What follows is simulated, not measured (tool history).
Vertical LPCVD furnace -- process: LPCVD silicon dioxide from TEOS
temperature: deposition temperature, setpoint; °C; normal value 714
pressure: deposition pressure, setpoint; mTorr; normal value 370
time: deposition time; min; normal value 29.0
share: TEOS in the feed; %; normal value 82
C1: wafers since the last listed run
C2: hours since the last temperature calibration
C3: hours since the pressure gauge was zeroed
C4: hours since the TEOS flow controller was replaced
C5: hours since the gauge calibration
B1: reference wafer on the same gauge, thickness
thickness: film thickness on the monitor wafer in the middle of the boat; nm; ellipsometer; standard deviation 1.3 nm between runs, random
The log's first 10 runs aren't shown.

run 11 hour=268.4 | temperature=706 pressure=370 time=22.0 share=74 | C1=404 C2=4220.0 C3=3090.5 C4=20.0 C5=58.3 | B1=364.49 | thickness=225.82
run 12 hour=287.0 | temperature=714 pressure=395 time=29.0 share=67 | C1=385 C2=4238.6 C3=3109.1 C4=38.6 C5=76.9 | B1=363.47 | thickness=351.76
run 13 hour=321.1 | temperature=714 pressure=455 time=29.0 share=82 | C1=706 C2=4272.7 C3=3143.2 C4=72.7 C5=111.0 | B1=364.47 | thickness=416.01
run 14 hour=347.9 | temperature=714 pressure=280 time=29.0 share=71 | C1=555 C2=4299.5 C3=3170.0 C4=99.5 C5=137.8 | B1=364.08 | thickness=303.79
run 15 hour=371.0 | temperature=711 pressure=370 time=24.5 share=82 | C1=478 C2=4322.6 C3=3193.1 C4=122.6 C5=160.9 | B1=363.78 | thickness=297.53
-- hour=458.3 thermocouples replaced and temperature profile calibrated
-- hour=480.4 pressure gauge zeroed
run 16 hour=480.9 | temperature=714 pressure=370 time=29.0 share=82 | C1=1322 C2=22.6 C3=0.5 C4=232.5 C5=270.8 | B1=364.56 | thickness=345.74
run 17 hour=485.0 | temperature=714 pressure=320 time=25.0 share=78 | C1=84 C2=26.7 C3=4.6 C4=236.6 C5=274.9 | B1=364.29 | thickness=272.66
run 18 hour=489.2 | temperature=714 pressure=370 time=29.0 share=82 | C1=87 C2=30.9 C3=8.8 C4=240.8 C5=279.1 | B1=363.92 | thickness=346.94
run 19 hour=519.5 | temperature=714 pressure=370 time=25.5 share=72 | C1=628 C2=61.2 C3=39.1 C4=271.1 C5=309.4 | B1=363.63 | thickness=285.60
run 20 hour=549.2 | temperature=714 pressure=370 time=29.0 share=94 | C1=615 C2=90.9 C3=68.8 C4=300.8 C5=339.1 | B1=363.71 | thickness=371.82
run 21 hour=563.8 | temperature=714 pressure=370 time=29.0 share=82 | C1=302 C2=105.5 C3=83.4 C4=315.4 C5=353.7 | B1=364.24 | thickness=345.34
run 22 hour=596.7 | temperature=714 pressure=370 time=22.5 share=71 | C1=681 C2=138.4 C3=116.3 C4=348.3 C5=386.6 | B1=364.16 | thickness=250.03
run 23 hour=625.1 | temperature=714 pressure=370 time=29.0 share=82 | C1=588 C2=166.8 C3=144.7 C4=376.7 C5=415.0 | B1=363.87 | thickness=348.43
run 24 hour=644.5 | temperature=724 pressure=340 time=29.0 share=97 | C1=402 C2=186.2 C3=164.1 C4=396.1 C5=434.4 | B1=363.72 | thickness=454.64
run 25 hour=667.9 | temperature=714 pressure=285 time=37.0 share=92 | C1=485 C2=209.6 C3=187.5 C4=419.5 C5=457.8 | B1=363.37 | thickness=411.75
run 26 hour=693.0 | temperature=714 pressure=370 time=29.0 share=82 | C1=520 C2=234.7 C3=212.6 C4=444.6 C5=482.9 | B1=364.34 | thickness=348.91
run 27 hour=720.8 | temperature=714 pressure=370 time=29.0 share=82 | C1=576 C2=262.5 C3=240.4 C4=472.4 C5=510.7 | B1=363.49 | thickness=350.60
run 28 hour=733.0 | temperature=714 pressure=285 time=29.0 share=82 | C1=252 C2=274.7 C3=252.6 C4=484.6 C5=522.9 | B1=364.14 | thickness=307.17
run 29 hour=787.3 | temperature=706 pressure=370 time=40.0 share=95 | C1=1125 C2=329.0 C3=306.9 C4=538.9 C5=577.2 | B1=363.41 | thickness=431.73
run 30 hour=807.5 | temperature=725 pressure=295 time=24.0 share=76 | C1=418 C2=349.2 C3=327.1 C4=559.1 C5=597.4 | B1=364.42 | thickness=318.65
run 31 hour=897.2 | temperature=714 pressure=305 time=29.0 share=76 | C1=1859 C2=438.9 C3=416.8 C4=648.8 C5=687.1 | B1=363.42 | thickness=306.17

Each row is a separate what-if for the run after 31, all from the same tool condition, not one after another. Results?
run A hour=901.4 | temperature=714 pressure=370 time=29.0 share=82 | C1=87 C2=443.1 C3=421.0 C4=653.0 C5=691.3 | B1=? | thickness=?
run B hour=901.4 | temperature=702 pressure=415 time=21.5 share=91 | C1=87 C2=443.1 C3=421.0 C4=653.0 C5=691.3 | B1=? | thickness=?
run C hour=901.4 | temperature=720 pressure=315 time=19.5 share=82 | C1=87 C2=443.1 C3=421.0 C4=653.0 C5=691.3 | B1=? | thickness=?
run D hour=901.4 | temperature=714 pressure=370 time=38.0 share=93 | C1=87 C2=443.1 C3=421.0 C4=653.0 C5=691.3 | B1=? | thickness=?

run=A B1=363.11 thickness=350.43
run=B B1=363.11 thickness=220.33
run=C B1=363.11 thickness=248.74
run=D B1=363.11 thickness=489.01
Without the tool's hidden state the same runs would have given:
run=A thickness=346.25
run=B thickness=217.64
run=C thickness=245.81
run=D thickness=483.18

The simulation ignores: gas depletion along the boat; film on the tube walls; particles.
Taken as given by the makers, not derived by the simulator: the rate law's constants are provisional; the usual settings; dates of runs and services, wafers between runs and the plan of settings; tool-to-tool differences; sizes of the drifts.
